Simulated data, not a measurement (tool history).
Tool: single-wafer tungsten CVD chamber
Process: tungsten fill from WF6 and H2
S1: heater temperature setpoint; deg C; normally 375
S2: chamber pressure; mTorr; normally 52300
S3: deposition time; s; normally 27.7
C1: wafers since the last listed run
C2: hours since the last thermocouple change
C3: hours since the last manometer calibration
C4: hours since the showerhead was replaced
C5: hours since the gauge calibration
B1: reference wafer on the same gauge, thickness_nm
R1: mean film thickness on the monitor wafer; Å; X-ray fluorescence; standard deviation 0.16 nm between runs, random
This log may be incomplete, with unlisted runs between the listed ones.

{"run": 1, "hour": 0.0, "S1": 369, "S2": 52300, "S3": 27.7, "C1": 0, "C2": 1557.5, "C3": 853.1, "C4": 5365.6, "C5": 254.0, "B1": 61.858, "R1": 585.98}
{"run": 2, "hour": 13.6, "S1": 369, "S2": 52300, "S3": 27.7, "C1": 292, "C2": 1571.1, "C3": 866.7, "C4": 5379.2, "C5": 267.6, "B1": 61.914, "R1": 585.54}
{"run": 3, "hour": 26.5, "S1": 375, "S2": 52300, "S3": 30.0, "C1": 277, "C2": 1584.0, "C3": 879.6, "C4": 5392.1, "C5": 280.5, "B1": 61.918, "R1": 707.81}
{"run": 4, "hour": 39.1, "S1": 375, "S2": 52300, "S3": 27.7, "C1": 271, "C2": 1596.6, "C3": 892.2, "C4": 5404.7, "C5": 293.1, "B1": 61.822, "R1": 654.51}
{"run": 5, "hour": 47.6, "S1": 375, "S2": 52300, "S3": 27.7, "C1": 183, "C2": 1605.1, "C3": 900.7, "C4": 5413.2, "C5": 301.6, "B1": 61.872, "R1": 654.06}
{"hour": 51.8, "done": "gauge calibrated"}
{"run": 6, "hour": 55.8, "S1": 375, "S2": 52300, "S3": 26.3, "C1": 176, "C2": 1613.3, "C3": 908.9, "C4": 5421.4, "C5": 4.0, "B1": 61.909, "R1": 620.57}
{"run": 7, "hour": 63.3, "S1": 375, "S2": 52300, "S3": 27.7, "C1": 161, "C2": 1620.8, "C3": 916.4, "C4": 5428.9, "C5": 11.5, "B1": 61.894, "R1": 655.54}
{"run": 8, "hour": 79.8, "S1": 375, "S2": 52300, "S3": 27.7, "C1": 355, "C2": 1637.3, "C3": 932.9, "C4": 5445.4, "C5": 28.0, "B1": 61.903, "R1": 652.81}
{"hour": 92.1, "done": "showerhead replaced"}
{"run": 9, "hour": 97.2, "S1": 375, "S2": 52300, "S3": 27.7, "C1": 202, "C2": 1654.7, "C3": 950.3, "C4": 5.1, "C5": 45.4, "B1": 61.879, "R1": 653.73}
{"run": 10, "hour": 105.9, "S1": 375, "S2": 52300, "S3": 27.7, "C1": 187, "C2": 1663.4, "C3": 959.0, "C4": 13.8, "C5": 54.1, "B1": 61.91, "R1": 657.83}
{"run": 11, "hour": 120.9, "S1": 375, "S2": 52300, "S3": 27.7, "C1": 322, "C2": 1678.4, "C3": 974.0, "C4": 28.8, "C5": 69.1, "B1": 61.959, "R1": 651.86}
{"run": 12, "hour": 137.2, "S1": 375, "S2": 52300, "S3": 27.7, "C1": 350, "C2": 1694.7, "C3": 990.3, "C4": 45.1, "C5": 85.4, "B1": 61.91, "R1": 656.06}
{"hour": 147.8, "done": "capacitance manometer re-zeroed and calibrated"}
{"run": 13, "hour": 153.2, "S1": 375, "S2": 52300, "S3": 27.7, "C1": 172, "C2": 1710.7, "C3": 5.4, "C4": 61.1, "C5": 101.4, "B1": 61.952, "R1": 673.36}
{"run": 14, "hour": 160.4, "S1": 369, "S2": 52300, "S3": 27.7, "C1": 155, "C2": 1717.9, "C3": 12.6, "C4": 68.3, "C5": 108.6, "B1": 61.918, "R1": 606.71}
{"run": 15, "hour": 166.8, "S1": 366, "S2": 39600, "S3": 24.6, "C1": 137, "C2": 1724.3, "C3": 19.0, "C4": 74.7, "C5": 115.0, "B1": 61.899, "R1": 398.18}
{"run": 16, "hour": 175.5, "S1": 382, "S2": 45300, "S3": 27.7, "C1": 187, "C2": 1733.0, "C3": 27.7, "C4": 83.4, "C5": 123.7, "B1": 61.913, "R1": 677.96}
{"run": 17, "hour": 187.2, "S1": 375, "S2": 52300, "S3": 27.7, "C1": 251, "C2": 1744.7, "C3": 39.4, "C4": 95.1, "C5": 135.4, "B1": 61.978, "R1": 677.23}
{"run": 18, "hour": 201.3, "S1": 375, "S2": 52300, "S3": 31.5, "C1": 303, "C2": 1758.8, "C3": 53.5, "C4": 109.2, "C5": 149.5, "B1": 61.9, "R1": 767.06}
{"run": 19, "hour": 210.1, "S1": 375, "S2": 52300, "S3": 27.7, "C1": 189, "C2": 1767.6, "C3": 62.3, "C4": 118.0, "C5": 158.3, "B1": 61.903, "R1": 674.61}
{"hour": 221.7, "done": "thermocouple changed; heater temperature recalibrated"}
{"run": 20, "hour": 225.1, "S1": 375, "S2": 52300, "S3": 27.7, "C1": 150, "C2": 3.4, "C3": 77.3, "C4": 133.0, "C5": 173.3, "B1": 61.889, "R1": 638.55}
{"run": 21, "hour": 243.0, "S1": 364, "S2": 44300, "S3": 24.2, "C1": 385, "C2": 21.3, "C3": 95.2, "C4": 150.9, "C5": 191.2, "B1": 61.9, "R1": 397.64}
{"run": 22, "hour": 260.2, "S1": 381, "S2": 61800, "S3": 23.3, "C1": 370, "C2": 38.5, "C3": 112.4, "C4": 168.1, "C5": 208.4, "B1": 61.901, "R1": 672.24}
{"run": 23, "hour": 271.0, "S1": 383, "S2": 52300, "S3": 30.7, "C1": 232, "C2": 49.3, "C3": 123.2, "C4": 178.9, "C5": 219.2, "B1": 61.871, "R1": 816.62}
{"run": 24, "hour": 285.0, "S1": 381, "S2": 42400, "S3": 22.3, "C1": 301, "C2": 63.3, "C3": 137.2, "C4": 192.9, "C5": 233.2, "B1": 61.919, "R1": 480.6}
{"run": 25, "hour": 292.3, "S1": 381, "S2": 58100, "S3": 30.3, "C1": 157, "C2": 70.6, "C3": 144.5, "C4": 200.2, "C5": 240.5, "B1": 61.891, "R1": 841.03}
{"run": 26, "hour": 308.4, "S1": 363, "S2": 52300, "S3": 30.4, "C1": 346, "C2": 86.7, "C3": 160.6, "C4": 216.3, "C5": 256.6, "B1": 61.873, "R1": 561.01}
{"run": 27, "hour": 324.0, "S1": 364, "S2": 40300, "S3": 24.5, "C1": 335, "C2": 102.3, "C3": 176.2, "C4": 231.9, "C5": 272.2, "B1": 61.905, "R1": 365.48}
{"run": 28, "hour": 339.1, "S1": 382, "S2": 52300, "S3": 29.7, "C1": 325, "C2": 117.4, "C3": 191.3, "C4": 247.0, "C5": 287.3, "B1": 61.928, "R1": 775.69}
{"run": 29, "hour": 345.5, "S1": 361, "S2": 47200, "S3": 33.1, "C1": 137, "C2": 123.8, "C3": 197.7, "C4": 253.4, "C5": 293.7, "B1": 61.911, "R1": 539.89}
{"run": 30, "hour": 356.3, "S1": 375, "S2": 48200, "S3": 30.5, "C1": 232, "C2": 134.6, "C3": 208.5, "C4": 264.2, "C5": 304.5, "B1": 61.894, "R1": 656.82}
{"run": 31, "hour": 364.3, "S1": 371, "S2": 47400, "S3": 22.9, "C1": 172, "C2": 142.6, "C3": 216.5, "C4": 272.2, "C5": 312.5, "B1": 61.855, "R1": 453.87}
{"run": 32, "hour": 373.0, "S1": 375, "S2": 48500, "S3": 27.7, "C1": 187, "C2": 151.3, "C3": 225.2, "C4": 280.9, "C5": 321.2, "B1": 61.965, "R1": 600.12}
{"run": 33, "hour": 384.0, "S1": 375, "S2": 52300, "S3": 27.7, "C1": 236, "C2": 162.3, "C3": 236.2, "C4": 291.9, "C5": 332.2, "B1": 61.922, "R1": 638.68}
{"run": 34, "hour": 391.2, "S1": 389, "S2": 52300, "S3": 27.7, "C1": 155, "C2": 169.5, "C3": 243.4, "C4": 299.1, "C5": 339.4, "B1": 61.894, "R1": 817.72}

Run-by-run hidden state of the tool:
gauge reads high (%): 0 in every run
H1: wafer temperature above the value expected at the setpoint (K)
H2: true pressure above the setpoint (%)
run=1 H1=2.51 H2=-2.47
run=2 H1=2.56 H2=-2.56
run=3 H1=2.6 H2=-2.64
run=4 H1=2.64 H2=-2.73
run=5 H1=2.67 H2=-2.79
run=6 H1=2.7 H2=-2.85
run=7 H1=2.72 H2=-2.9
run=8 H1=2.78 H2=-3.02
run=9 H1=2.84 H2=-3.15
run=10 H1=2.87 H2=-3.21
run=11 H1=2.92 H2=-3.32
run=12 H1=2.98 H2=-3.45
run=13 H1=3.04 H2=0.351
run=14 H1=3.06 H2=0.35
run=15 H1=3.09 H2=0.35
run=16 H1=3.12 H2=0.348
run=17 H1=3.16 H2=0.345
run=18 H1=3.21 H2=0.34
run=19 H1=3.24 H2=0.336
run=20 H1=0.0861 H2=0.328
run=21 H1=0.0866 H2=0.316
run=22 H1=0.0876 H2=0.302
run=23 H1=0.0886 H2=0.292
run=24 H1=0.0903 H2=0.278
run=25 H1=0.0913 H2=0.27
run=26 H1=0.094 H2=0.251
run=27 H1=0.0971 H2=0.23
run=28 H1=0.101 H2=0.209
run=29 H1=0.102 H2=0.199
run=30 H1=0.105 H2=0.182
run=31 H1=0.107 H2=0.169
run=32 H1=0.11 H2=0.154
run=33 H1=0.114 H2=0.134
run=34 H1=0.116 H2=0.121

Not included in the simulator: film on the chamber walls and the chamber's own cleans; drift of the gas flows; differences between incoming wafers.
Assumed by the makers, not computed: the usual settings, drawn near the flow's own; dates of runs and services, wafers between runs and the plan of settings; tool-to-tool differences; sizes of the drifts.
